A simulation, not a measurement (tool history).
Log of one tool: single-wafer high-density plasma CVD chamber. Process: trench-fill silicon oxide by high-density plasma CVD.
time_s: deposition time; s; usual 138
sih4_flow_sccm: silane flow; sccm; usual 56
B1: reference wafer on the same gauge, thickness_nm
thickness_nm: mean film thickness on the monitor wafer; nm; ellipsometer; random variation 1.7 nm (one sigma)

{"run": 1, "hour": 0.0, "time_s": 138, "sih4_flow_sccm": 56, "B1": 726.857, "thickness_nm": 760.68}
{"run": 2, "hour": 39.2, "time_s": 138, "sih4_flow_sccm": 56, "B1": 727.055, "thickness_nm": 759.567}
{"run": 3, "hour": 109.0, "time_s": 138, "sih4_flow_sccm": 56, "B1": 727.39, "thickness_nm": 758.851}
{"run": 4, "hour": 171.1, "time_s": 138, "sih4_flow_sccm": 56, "B1": 727.477, "thickness_nm": 761.263}
{"run": 5, "hour": 203.6, "time_s": 138, "sih4_flow_sccm": 56, "B1": 727.423, "thickness_nm": 758.918}
{"run": 6, "hour": 236.6, "time_s": 138, "sih4_flow_sccm": 56, "B1": 727.118, "thickness_nm": 760.823}
{"run": 7, "hour": 290.9, "time_s": 138, "sih4_flow_sccm": 56, "B1": 726.881, "thickness_nm": 756.286}
{"run": 8, "hour": 344.4, "time_s": 138, "sih4_flow_sccm": 59, "B1": 726.946, "thickness_nm": 785.935}
{"run": 9, "hour": 374.7, "time_s": 138, "sih4_flow_sccm": 59, "B1": 727.258, "thickness_nm": 787.12}
{"run": 10, "hour": 408.0, "time_s": 138, "sih4_flow_sccm": 59, "B1": 726.699, "thickness_nm": 785.365}
{"run": 11, "hour": 448.2, "time_s": 138, "sih4_flow_sccm": 60, "B1": 726.963, "thickness_nm": 795.197}
{"run": 12, "hour": 475.2, "time_s": 138, "sih4_flow_sccm": 60, "B1": 727.046, "thickness_nm": 796.4}
{"run": 13, "hour": 505.2, "time_s": 138, "sih4_flow_sccm": 60, "B1": 726.842, "thickness_nm": 793.099}
{"run": 14, "hour": 575.5, "time_s": 138, "sih4_flow_sccm": 56, "B1": 727.077, "thickness_nm": 754.235}
{"run": 15, "hour": 643.0, "time_s": 138, "sih4_flow_sccm": 56, "B1": 726.843, "thickness_nm": 749.327}
{"run": 16, "hour": 697.1, "time_s": 138, "sih4_flow_sccm": 56, "B1": 727.159, "thickness_nm": 752.776}
{"run": 17, "hour": 737.0, "time_s": 138, "sih4_flow_sccm": 49, "B1": 726.767, "thickness_nm": 678.02}
{"hour": 753.5, "done": "silane flow controller replaced"}
{"run": 18, "hour": 768.3, "time_s": 138, "sih4_flow_sccm": 49, "B1": 726.663, "thickness_nm": 707.831}
{"run": 19, "hour": 793.2, "time_s": 138, "sih4_flow_sccm": 56, "B1": 726.959, "thickness_nm": 786.767}
{"run": 20, "hour": 862.7, "time_s": 148, "sih4_flow_sccm": 56, "B1": 726.875, "thickness_nm": 845.089}
{"run": 21, "hour": 907.9, "time_s": 138, "sih4_flow_sccm": 56, "B1": 726.745, "thickness_nm": 786.647}
{"hour": 911.5, "done": "gauge calibrated"}
{"run": 22, "hour": 958.3, "time_s": 160, "sih4_flow_sccm": 65, "B1": 727.22, "thickness_nm": 1023.326}
{"run": 23, "hour": 1004.1, "time_s": 126, "sih4_flow_sccm": 65, "B1": 726.876, "thickness_nm": 808.202}
{"run": 24, "hour": 1048.9, "time_s": 131, "sih4_flow_sccm": 56, "B1": 726.893, "thickness_nm": 745.686}
{"run": 25, "hour": 1101.6, "time_s": 149, "sih4_flow_sccm": 50, "B1": 727.54, "thickness_nm": 777.895}
{"run": 26, "hour": 1128.1, "time_s": 162, "sih4_flow_sccm": 47, "B1": 727.054, "thickness_nm": 807.808}
{"run": 27, "hour": 1195.4, "time_s": 138, "sih4_flow_sccm": 56, "B1": 727.139, "thickness_nm": 786.398}
{"run": 28, "hour": 1256.1, "time_s": 112, "sih4_flow_sccm": 52, "B1": 727.082, "thickness_nm": 602.504}
{"run": 29, "hour": 1291.4, "time_s": 138, "sih4_flow_sccm": 56, "B1": 727.2, "thickness_nm": 787.749}
{"run": 30, "hour": 1346.1, "time_s": 124, "sih4_flow_sccm": 63, "B1": 726.795, "thickness_nm": 771.922}
{"run": 31, "hour": 1399.9, "time_s": 138, "sih4_flow_sccm": 47, "B1": 727.279, "thickness_nm": 688.361}
{"run": 32, "hour": 1446.6, "time_s": 138, "sih4_flow_sccm": 56, "B1": 727.384, "thickness_nm": 783.582}
{"run": 33, "hour": 1499.6, "time_s": 127, "sih4_flow_sccm": 50, "B1": 727.165, "thickness_nm": 660.855}
{"run": 34, "hour": 1568.0, "time_s": 138, "sih4_flow_sccm": 49, "B1": 726.592, "thickness_nm": 709.942}
{"run": 35, "hour": 1595.1, "time_s": 118, "sih4_flow_sccm": 63, "B1": 727.232, "thickness_nm": 736.336}
{"run": 36, "hour": 1652.9, "time_s": 161, "sih4_flow_sccm": 63, "B1": 726.8, "thickness_nm": 1006.239}
{"run": 37, "hour": 1696.4, "time_s": 160, "sih4_flow_sccm": 64, "B1": 726.956, "thickness_nm": 1010.971}
{"run": 38, "hour": 1748.1, "time_s": 160, "sih4_flow_sccm": 60, "B1": 726.857, "thickness_nm": 961.574}

The same runs without the tool's hidden state, with the same run-to-run variation:
The hidden state here: delivered silane flow above the setpoint (%); gauge reads high (%).
run=1 thickness_nm=785.89
run=2 thickness_nm=785.321
run=3 thickness_nm=785.634
run=4 thickness_nm=789.09
run=5 thickness_nm=787.167
run=6 thickness_nm=789.666
run=7 thickness_nm=785.822
run=8 thickness_nm=817.53
run=9 thickness_nm=819.28
run=10 thickness_nm=818.026
run=11 thickness_nm=828.975
run=12 thickness_nm=830.71
run=13 thickness_nm=827.803
run=14 thickness_nm=788.453
run=15 thickness_nm=784.502
run=16 thickness_nm=789.082
run=17 thickness_nm=711.371
run=18 thickness_nm=707.929
run=19 thickness_nm=786.878
run=20 thickness_nm=845.232
run=21 thickness_nm=786.804
run=22 thickness_nm=1023.578
run=23 thickness_nm=808.445
run=24 thickness_nm=745.958
run=25 thickness_nm=778.247
run=26 thickness_nm=808.213
run=27 thickness_nm=786.904
run=28 thickness_nm=602.982
run=29 thickness_nm=788.447
run=30 thickness_nm=772.73
run=31 thickness_nm=689.201
run=32 thickness_nm=784.665
run=33 thickness_nm=661.899
run=34 thickness_nm=711.261
run=35 thickness_nm=737.79
run=36 thickness_nm=1008.488
run=37 thickness_nm=1013.442
run=38 thickness_nm=964.175

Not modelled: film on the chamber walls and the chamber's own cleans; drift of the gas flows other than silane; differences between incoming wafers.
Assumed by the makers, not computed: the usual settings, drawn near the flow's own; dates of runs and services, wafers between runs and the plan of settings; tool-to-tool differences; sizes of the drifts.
